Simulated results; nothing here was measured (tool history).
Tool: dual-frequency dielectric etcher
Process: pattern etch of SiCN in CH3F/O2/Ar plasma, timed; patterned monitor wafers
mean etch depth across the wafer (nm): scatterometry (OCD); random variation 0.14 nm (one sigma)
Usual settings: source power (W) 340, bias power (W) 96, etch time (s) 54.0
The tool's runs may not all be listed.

run   hour  source power (W)  bias power (W)  etch time (s)  wafers since the last listed run  hours since the last wet clean  hours since the last source power generator calibration  hours since the last bias power generator calibration  hours since the last upper electrode change  hours since the gauge calibration  read-back reference wafer on the same gauge, depth_nm  mean etch depth across the wafer (nm)
  1    0.0               340              96           54.0                                 0                           126.1                                                   2636.2                                                 1419.4                                       4626.7                              356.0                                                  20.78                                  23.05
  2   70.8               340              96           54.0                               620                           196.9                                                   2707.0                                                 1490.2                                       4697.5                              426.8                                                  20.70                                  23.03
  3  117.6               340              96           54.0                               410                           243.7                                                   2753.8                                                 1537.0                                       4744.3                              473.6                                                  20.72                                  22.68
  4  154.5               340              96           63.0                               323                           280.6                                                   2790.7                                                 1573.9                                       4781.2                              510.5                                                  20.63                                  26.65
  5  210.8               340              96           63.0                               493                           336.9                                                   2847.0                                                 1630.2                                       4837.5                              566.8                                                  20.56                                  26.71
     274.5  -- gauge calibrated
  6  300.4               340              96           63.0                               785                           426.5                                                   2936.6                                                 1719.8                                       4927.1                               25.9                                                  21.04                                  27.18
     355.1  -- upper electrode replaced
     360.1  -- wet clean of the chamber
  7  360.6               290              96           54.0                               273                             0.5                                                   2996.8                                                 1780.0                                          5.5                               86.1                                                  21.05                                  21.95
  8  408.4               290              96           54.0                               419                            48.3                                                   3044.6                                                 1827.8                                         53.3                              133.9                                                  21.04                                  21.73
  9  469.5               340              96           54.0                               535                           109.4                                                   3105.7                                                 1888.9                                        114.4                              195.0                                                  21.00                                  23.22
 10  498.4               340              96           38.5                               253                           138.3                                                   3134.6                                                 1917.8                                        143.3                              223.9                                                  21.01                                  16.59
     552.3  -- bias power generator calibrated
 11  582.3               390              84           39.0                               700                           222.2                                                   3218.5                                                   30.0                                        227.2                              307.8                                                  20.91                                  17.08
     616.9  -- source power generator calibrated
 12  621.6               400             109           65.5                               309                           261.5                                                      4.7                                                   69.3                                        266.5                              347.1                                                  20.86                                  31.56
 13  684.2               310              96           54.0                               549                           324.1                                                     67.3                                                  131.9                                        329.1                              409.7                                                  20.81                                  22.23
     744.8  -- wet clean of the chamber
 14  745.3               340              96           54.0                               325                             0.5                                                    128.4                                                  193.0                                        390.2                              470.8                                                  20.77                                  22.79
 15  759.2               380              89           54.0                               121                            14.4                                                    142.3                                                  206.9                                        404.1                              484.7                                                  20.75                                  23.46
 16  815.3               390              88           54.0                               492                            70.5                                                    198.4                                                  263.0                                        460.2                              540.8                                                  20.67                                  23.95
 17  846.4               310             102           54.0                               272                           101.6                                                    229.5                                                  294.1                                        491.3                              571.9                                                  20.62                                  22.42

Hidden state at the last listed run before each entry between runs and at the first one after, where it differs:
Between runs 5 and 6: gauge calibrated (hour 274.5)
  gauge reads high (%): -2 -> 0.194
  measured less the result without the state, mean etch depth across the wafer (nm): -0.55 -> +0.05
Between runs 6 and 7: upper electrode replaced (hour 355.1); wet clean of the chamber (hour 360.1)
  gauge reads high (%): 0.194 -> 0.152
  measured less the result without the state, mean etch depth across the wafer (nm): +0.05 -> +0.04
Between runs 10 and 11: bias power generator calibrated (hour 552.3)
  gauge reads high (%): -0.118 -> -0.4
  measured less the result without the state, mean etch depth across the wafer (nm): -0.02 -> -0.06
Between runs 11 and 12: source power generator calibrated (hour 616.9)
  gauge reads high (%): -0.4 -> -0.563
  measured less the result without the state, mean etch depth across the wafer (nm): -0.06 -> -0.18
Between runs 13 and 14: wet clean of the chamber (hour 744.8)
  gauge reads high (%): -0.862 -> -1.2
  measured less the result without the state, mean etch depth across the wafer (nm): -0.19 -> -0.27

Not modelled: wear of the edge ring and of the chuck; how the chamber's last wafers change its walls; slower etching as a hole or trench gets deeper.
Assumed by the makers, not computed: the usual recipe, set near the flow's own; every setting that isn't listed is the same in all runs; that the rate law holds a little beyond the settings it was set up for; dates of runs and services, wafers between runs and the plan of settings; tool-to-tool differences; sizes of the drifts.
